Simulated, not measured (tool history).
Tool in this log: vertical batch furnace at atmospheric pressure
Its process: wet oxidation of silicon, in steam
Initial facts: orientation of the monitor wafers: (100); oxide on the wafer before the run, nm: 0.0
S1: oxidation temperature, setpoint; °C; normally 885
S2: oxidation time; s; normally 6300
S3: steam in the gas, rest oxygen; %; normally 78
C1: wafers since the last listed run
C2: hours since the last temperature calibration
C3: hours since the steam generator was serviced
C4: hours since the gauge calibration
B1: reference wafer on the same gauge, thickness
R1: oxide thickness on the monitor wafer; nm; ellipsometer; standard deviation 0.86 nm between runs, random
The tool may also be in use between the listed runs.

run	hour	S1	S2	S3	C1	C2	C3	C4	B1	R1
1	0	867	6300	69	0	1662	1361.2	535.8	166.4	103.46
# hour 33.5: gauge calibrated
2	41.7	899	6300	78	433	1703.7	1402.9	8.2	169.94	190.08
3	74.7	899	6300	78	343	1736.7	1435.9	41.2	169.6	191
4	109.2	899	6300	78	358	1771.2	1470.4	75.7	169.45	190.95
5	144.1	885	7710	78	362	1806.1	1505.3	110.6	169.26	185.79
6	160.8	885	7710	78	173	1822.8	1522	127.3	168.92	184.83
7	176.7	885	7710	78	165	1838.7	1537.9	143.2	168.78	186.44
8	192.3	885	6300	78	162	1854.3	1553.5	158.8	169.04	156.79
9	219	885	6300	78	277	1881	1580.2	185.5	168.81	153.62
10	246.9	885	6300	78	290	1908.9	1608.1	213.4	168.43	154.67
11	260.3	885	6300	86	139	1922.3	1621.5	226.8	168.49	169.12
12	278.5	885	6300	86	189	1940.5	1639.7	245	168.04	169.61
13	301	885	6300	86	233	1963	1662.2	267.5	167.97	167.78
14	323.2	885	6300	78	230	1985.2	1684.4	289.7	168.02	154.59
15	352.6	885	8490	78	305	2014.6	1713.8	319.1	167.9	200.79
16	382.3	885	8490	78	308	2044.3	1743.5	348.8	167.42	202.33
# hour 423.1: thermocouples replaced and temperature profile calibrated
17	423.6	885	8490	78	179	0.5	1784.8	390.1	167.26	201.18
18	435.3	885	6300	78	121	12.2	1796.5	401.8	167.2	152.76
19	459	869	7920	86	246	35.9	1820.2	425.5	167.2	161.59
20	473.3	866	7920	72	148	50.2	1834.5	439.8	167.09	131.31
# hour 550.8: steam generator serviced
21	551.3	902	3720	89	561	128.2	0.5	517.8	166.48	137.42
22	556.9	866	8070	72	58	133.8	6.1	523.4	166.39	133.44
23	579.8	885	6300	68	238	156.7	29	546.3	166.1	135.15
24	598.6	885	6300	78	195	175.5	47.8	565.1	166.27	153.39
# hour 615.6: gauge calibrated
25	620.2	885	6300	78	224	197.1	69.4	4.6	170.04	155.4
26	635.5	906	3180	67	159	212.4	84.7	19.9	169.84	99.25
27	649.6	885	7710	78	146	226.5	98.8	34	169.73	183.5
28	680.9	885	6300	78	325	257.8	130.1	65.3	169.46	153.05
29	781.2	878	9330	72	1042	358.1	230.4	165.6	168.57	182.29
30	793.6	885	6300	78	128	370.5	242.8	178	168.83	153.22
31	813.8	885	7710	78	210	390.7	263	198.2	168.53	183.29
32	858.6	885	6300	78	465	435.5	307.8	243	168.21	153.96
33	885.6	900	6300	71	280	462.5	334.8	270	168.01	175.05
34	913.6	885	4470	78	291	490.5	362.8	298	167.73	112.44
35	937.4	892	6300	81	247	514.3	386.6	321.8	167.68	176.05
36	963.3	885	6300	78	269	540.2	412.5	347.7	167.4	152.52
37	993.3	865	6300	78	311	570.2	442.5	377.7	167.25	111.68
38	1022.7	865	8190	75	305	599.6	471.9	407.1	167.34	137.48

How the hidden state differs across the entries between the runs, from the last listed run before each to the first after it:
Run 1 -> run 2: gauge calibrated (hour 33.5)
  gauge reads high (%): -2.15 -> -0.0561
  measured less the result without the state, R1: -2.27 -> -0.11 nm
Run 16 -> run 17: thermocouples replaced and temperature profile calibrated (hour 423.1)
  gauge reads high (%): -1.42 -> -1.58
  measured less the result without the state, R1: -2.91 -> -3.24 nm
Run 20 -> run 21: steam generator serviced (hour 550.8)
  gauge reads high (%): -1.78 -> -2.09
  measured less the result without the state, R1: -2.38 -> -2.94 nm
Run 24 -> run 25: gauge calibrated (hour 615.6)
  gauge reads high (%): -2.28 -> -0.0714
  measured less the result without the state, R1: -3.59 -> -0.11 nm

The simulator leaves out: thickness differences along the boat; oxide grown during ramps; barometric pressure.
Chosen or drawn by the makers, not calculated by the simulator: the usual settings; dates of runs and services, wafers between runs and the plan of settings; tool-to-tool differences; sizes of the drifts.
